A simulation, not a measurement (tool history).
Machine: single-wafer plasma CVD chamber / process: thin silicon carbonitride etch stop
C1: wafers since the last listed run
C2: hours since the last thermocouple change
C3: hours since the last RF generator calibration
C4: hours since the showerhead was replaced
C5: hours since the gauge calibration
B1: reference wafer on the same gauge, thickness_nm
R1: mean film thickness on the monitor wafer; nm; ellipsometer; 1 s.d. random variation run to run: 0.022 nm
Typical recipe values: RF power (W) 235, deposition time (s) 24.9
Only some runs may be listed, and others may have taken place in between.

Run 1, hour 0: usual settings; C1 0; C2 2518.4; C3 1334; C4 7062.5; C5 272.3; B1 15.904. Result: R1 14.405 nm.
Run 2, hour 8.4: usual settings but RF power (W) 210; C1 102; C2 2526.8; C3 1342.4; C4 7070.9; C5 280.7; B1 15.901. Result: R1 13.823 nm.
Run 3, hour 25.7: usual settings but RF power (W) 220, deposition time (s) 23.3; C1 211; C2 2544.1; C3 1359.7; C4 7088.2; C5 298; B1 15.904. Result: R1 13.152 nm.
Run 4, hour 34: usual settings but RF power (W) 250; C1 101; C2 2552.4; C3 1368; C4 7096.5; C5 306.3; B1 15.896. Result: R1 14.698 nm.
At hour 44.8: gauge calibrated.
Run 5, hour 45.4: usual settings but RF power (W) 250; C1 139; C2 2563.8; C3 1379.4; C4 7107.9; C5 0.6; B1 15.901. Result: R1 14.687 nm.
Run 6, hour 51.4: usual settings but RF power (W) 250, deposition time (s) 28.2; C1 73; C2 2569.8; C3 1385.4; C4 7113.9; C5 6.6; B1 15.903. Result: R1 16.656 nm.
Run 7, hour 58.4: usual settings; C1 85; C2 2576.8; C3 1392.4; C4 7120.9; C5 13.6; B1 15.898. Result: R1 14.402 nm.
Run 8, hour 65: usual settings; C1 80; C2 2583.4; C3 1399; C4 7127.5; C5 20.2; B1 15.902. Result: R1 14.394 nm.
Run 9, hour 82.1: usual settings; C1 209; C2 2600.5; C3 1416.1; C4 7144.6; C5 37.3; B1 15.9. Result: R1 14.381 nm.
Run 10, hour 98.8: usual settings; C1 204; C2 2617.2; C3 1432.8; C4 7161.3; C5 54; B1 15.895. Result: R1 14.397 nm.
Run 11, hour 107.5: usual settings; C1 106; C2 2625.9; C3 1441.5; C4 7170; C5 62.7; B1 15.897. Result: R1 14.387 nm.
Run 12, hour 125.2: usual settings; C1 216; C2 2643.6; C3 1459.2; C4 7187.7; C5 80.4; B1 15.898. Result: R1 14.388 nm.
Run 13, hour 133.4: usual settings; C1 100; C2 2651.8; C3 1467.4; C4 7195.9; C5 88.6; B1 15.901. Result: R1 14.397 nm.
Run 14, hour 147: usual settings; C1 166; C2 2665.4; C3 1481; C4 7209.5; C5 102.2; B1 15.897. Result: R1 14.363 nm.
Run 15, hour 164: usual settings; C1 208; C2 2682.4; C3 1498; C4 7226.5; C5 119.2; B1 15.898. Result: R1 14.374 nm.
Run 16, hour 180.3: usual settings; C1 199; C2 2698.7; C3 1514.3; C4 7242.8; C5 135.5; B1 15.899. Result: R1 14.382 nm.
At hour 192.8: thermocouple changed; heater temperature recalibrated.
Run 17, hour 193.3: usual settings; C1 61; C2 0.5; C3 1527.3; C4 7255.8; C5 148.5; B1 15.9. Result: R1 14.396 nm.
At hour 206.6: showerhead replaced.
Run 18, hour 207.1: usual settings but RF power (W) 245, deposition time (s) 28.2; C1 71; C2 14.3; C3 1541.1; C4 0.5; C5 162.3; B1 15.902. Result: R1 16.496 nm.
Run 19, hour 207.4: usual settings but RF power (W) 205; C1 3; C2 14.6; C3 1541.4; C4 0.8; C5 162.6; B1 15.899. Result: R1 13.698 nm.
Run 20, hour 218.5: usual settings but RF power (W) 245, deposition time (s) 28.2; C1 135; C2 25.7; C3 1552.5; C4 11.9; C5 173.7; B1 15.9. Result: R1 16.522 nm.
Run 21, hour 230.7: usual settings but RF power (W) 260, deposition time (s) 21.7; C1 149; C2 37.9; C3 1564.7; C4 24.1; C5 185.9; B1 15.896. Result: R1 12.991 nm.
Run 22, hour 248.4: usual settings; C1 216; C2 55.6; C3 1582.4; C4 41.8; C5 203.6; B1 15.895. Result: R1 14.344 nm.
Run 23, hour 265: usual settings but RF power (W) 260, deposition time (s) 20.2; C1 203; C2 72.2; C3 1599; C4 58.4; C5 220.2; B1 15.894. Result: R1 12.077 nm.
Run 24, hour 281.8: usual settings but RF power (W) 210, deposition time (s) 28.9; C1 205; C2 89; C3 1615.8; C4 75.2; C5 237; B1 15.905. Result: R1 16.032 nm.
Run 25, hour 293: usual settings; C1 137; C2 100.2; C3 1627; C4 86.4; C5 248.2; B1 15.9. Result: R1 14.366 nm.
Run 26, hour 308.7: usual settings but RF power (W) 225, deposition time (s) 20.8; C1 192; C2 115.9; C3 1642.7; C4 102.1; C5 263.9; B1 15.898. Result: R1 11.826 nm.
At hour 316.9: RF generator calibrated.
At hour 320.6: gauge calibrated.
Run 27, hour 323.4: usual settings but RF power (W) 270, deposition time (s) 26.3; C1 82; C2 130.6; C3 6.5; C4 116.8; C5 2.8; B1 15.901. Result: R1 16.372 nm.
Run 28, hour 337.9: usual settings but deposition time (s) 29.6; C1 177; C2 145.1; C3 21; C4 131.3; C5 17.3; B1 15.898. Result: R1 17.576 nm.
Run 29, hour 352.6: usual settings; C1 180; C2 159.8; C3 35.7; C4 146; C5 32; B1 15.902. Result: R1 14.782 nm.
Run 30, hour 360.2: usual settings but deposition time (s) 27.1; C1 93; C2 167.4; C3 43.3; C4 153.6; C5 39.6; B1 15.898. Result: R1 16.085 nm.
Run 31, hour 376.9: usual settings but RF power (W) 195, deposition time (s) 22.8; C1 204; C2 184.1; C3 60; C4 170.3; C5 56.3; B1 15.902. Result: R1 12.608 nm.
Run 32, hour 389.8: usual settings but RF power (W) 210, deposition time (s) 27.1; C1 157; C2 197; C3 72.9; C4 183.2; C5 69.2; B1 15.898. Result: R1 15.425 nm.
Run 33, hour 407.4: usual settings but deposition time (s) 21.8; C1 215; C2 214.6; C3 90.5; C4 200.8; C5 86.8; B1 15.902. Result: R1 12.908 nm.

Each row is a separate what-if for the run after 33, all from the same tool condition, not one after another. Results?
Run A, hour 407.8: usual settings; C1 4; C2 215; C3 90.9; C4 201.2; C5 87.2; B1 ?. Result: R1 ?.
Run B, hour 407.8: usual settings but deposition time (s) 28.3; C1 4; C2 215; C3 90.9; C4 201.2; C5 87.2; B1 ?. Result: R1 ?.
Run C, hour 407.8: usual settings but RF power (W) 275; C1 4; C2 215; C3 90.9; C4 201.2; C5 87.2; B1 ?. Result: R1 ?.
Run D, hour 407.8: usual settings but RF power (W) 260, deposition time (s) 21.2; C1 4; C2 215; C3 90.9; C4 201.2; C5 87.2; B1 ?. Result: R1 ?.
Run E, hour 407.8: usual settings but RF power (W) 190; C1 4; C2 215; C3 90.9; C4 201.2; C5 87.2; B1 ?. Result: R1 ?.

run    B1      R1
  A  15.9  14.736
  B  15.9  16.749
  C  15.9  15.568
  D  15.9      13
  E  15.9  13.647
Take away the tool's hidden state, keep each run's random variation, and the runs would have read:
run      R1
  A  14.843
  B  16.869
  C   15.68
  D  13.093
  E  13.745
